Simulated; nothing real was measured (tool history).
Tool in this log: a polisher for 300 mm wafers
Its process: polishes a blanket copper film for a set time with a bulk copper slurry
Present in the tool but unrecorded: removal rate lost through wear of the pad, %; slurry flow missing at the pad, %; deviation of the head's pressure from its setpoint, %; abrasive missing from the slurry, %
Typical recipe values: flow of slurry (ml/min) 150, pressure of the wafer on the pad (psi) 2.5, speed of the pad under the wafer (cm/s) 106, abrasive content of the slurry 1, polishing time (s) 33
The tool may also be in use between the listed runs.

run,hour,flow of slurry (ml/min),pressure of the wafer on the pad (psi),speed of the pad under the wafer (cm/s),abrasive content of the slurry,polishing time (s),wafers since the last listed run,wafers polished on this pad,hours since the slurry nozzle was cleaned,hours since the head pressure was calibrated,hours since the slurry blender was calibrated,"incoming thickness of the incoming film, nm",film removed (nm)
1,0,150,2.5,106,1,33,0,1276,12.4,81.1,107.9,2406,303
2,45.2,150,2.5,106,1,33,633,1910,57.6,126.3,153.1,2356.2,308
3,71,150,2.5,106,1,33,361,2272,83.4,152.1,178.9,2339.8,307.8
4,90,150,1.9,106,1,26,266,2538,102.4,171.1,197.9,2331.9,197
# hour 105: worn pad replaced by a new one
5,105.5,150,1.9,106,1,26,161,7,117.9,186.6,213.4,2340.5,195.3
# hour 112: slurry blender recalibrated
6,125.8,130,2.5,106,1.2,33,256,263,138.2,206.9,13.8,2361.8,324.9
7,143.4,125,2.5,106,1.05,33,246,510,155.8,224.5,31.4,2334.9,302.7
8,170.7,125,2.5,106,1.05,33,382,893,183.1,251.8,58.7,2371.6,298.7
# hour 190: slurry nozzle cleaned
9,205,125,2.5,106,1.05,33,467,1360,15,286.1,93,2395.9,307.5
10,218.5,150,2.5,78,1,24,189,1550,28.5,299.6,106.5,2385.1,182.5
11,248.8,150,1.8,76,1.25,43,424,1975,58.8,329.9,136.8,2388.7,266
12,263.9,150,2.5,106,1,33,211,2186,73.9,345,151.9,2409.1,311.6
# hour 311.9: slurry blender recalibrated
# hour 313.4: worn pad replaced by a new one
13,366.6,150,3.4,106,0.9,29,1391,746,176.6,447.7,54.7,2375.8,346.4
14,387.1,150,2.5,106,1,33,287,1033,197.1,468.2,75.2,2366.9,308.7
# hour 411.9: head pressure recalibrated
# hour 421.4: slurry nozzle cleaned
15,421.9,110,2.5,106,1,21,446,1479,0.5,10,110,2407.6,175.2
16,454.8,150,2.5,138,1,26,461,1941,33.4,42.9,142.9,2345.3,289.9
17,488.2,150,3.4,106,0.9,29,468,2409,66.8,76.3,176.3,2385.6,326.2
# hour 520.4: worn pad replaced by a new one
18,521.9,150,2.5,72,1,23,416,20,100.5,110,210,2361,158.1
19,536.1,150,2.5,106,1,33,199,219,114.7,124.2,224.2,2415.8,306.3
# hour 556.3: slurry blender recalibrated
20,556.8,125,3,106,1,30,262,481,135.4,144.9,0.5,2387.6,320.5
21,585.7,170,1.9,106,1,33,405,887,164.3,173.8,29.4,2374.1,255.2
22,612.2,150,2.2,76,0.8,24,371,1259,190.8,200.3,55.9,2358.4,149
23,625.8,150,2.5,106,1.1,33,190,1449,204.4,213.9,69.5,2365.6,328.6
# hour 639.9: slurry nozzle cleaned
24,661,150,2.5,106,1,33,479,1929,21.1,249.1,104.7,2362.2,317.9
25,678.1,170,2.5,106,1.15,33,239,2169,38.2,266.2,121.8,2402.7,328.4
26,710,150,3.2,106,1,24,447,2616,70.1,298.1,153.7,2346.5,276.9
27,731.8,125,2.5,106,0.9,22,305,2922,91.9,319.9,175.5,2423.3,196.2
# hour 768.7: worn pad replaced by a new one
28,769.2,180,2.1,106,1,42,468,7,129.3,357.3,212.9,2350.5,358.6
# hour 785.6: slurry blender recalibrated
29,790.3,150,2.5,68,1,33,267,274,150.4,378.4,4.7,2359.8,225.8
30,817.1,150,2.5,106,1,33,375,650,177.2,405.2,31.5,2333.1,314.5

State the hidden condition of the tool at each of the runs:
removal rate lost through wear of the pad, %: 0 at every run
slurry flow missing at the pad, %: 0 at every run
abrasive missing from the slurry, %: 0 at every run
H1: deviation of the head's pressure from its setpoint, %
run,H1
1,5.18
2,7.07
3,7.92
4,8.46
5,8.85
6,9.3
7,9.64
8,10.1
9,10.6
10,10.7
11,11
12,11.2
13,11.7
14,11.8
15,0.869
16,3.2
17,5.08
18,6.6
19,7.14
20,7.84
21,8.67
22,9.3
23,9.58
24,10.2
25,10.4
26,10.8
27,11.1
28,11.4
29,11.5
30,11.7

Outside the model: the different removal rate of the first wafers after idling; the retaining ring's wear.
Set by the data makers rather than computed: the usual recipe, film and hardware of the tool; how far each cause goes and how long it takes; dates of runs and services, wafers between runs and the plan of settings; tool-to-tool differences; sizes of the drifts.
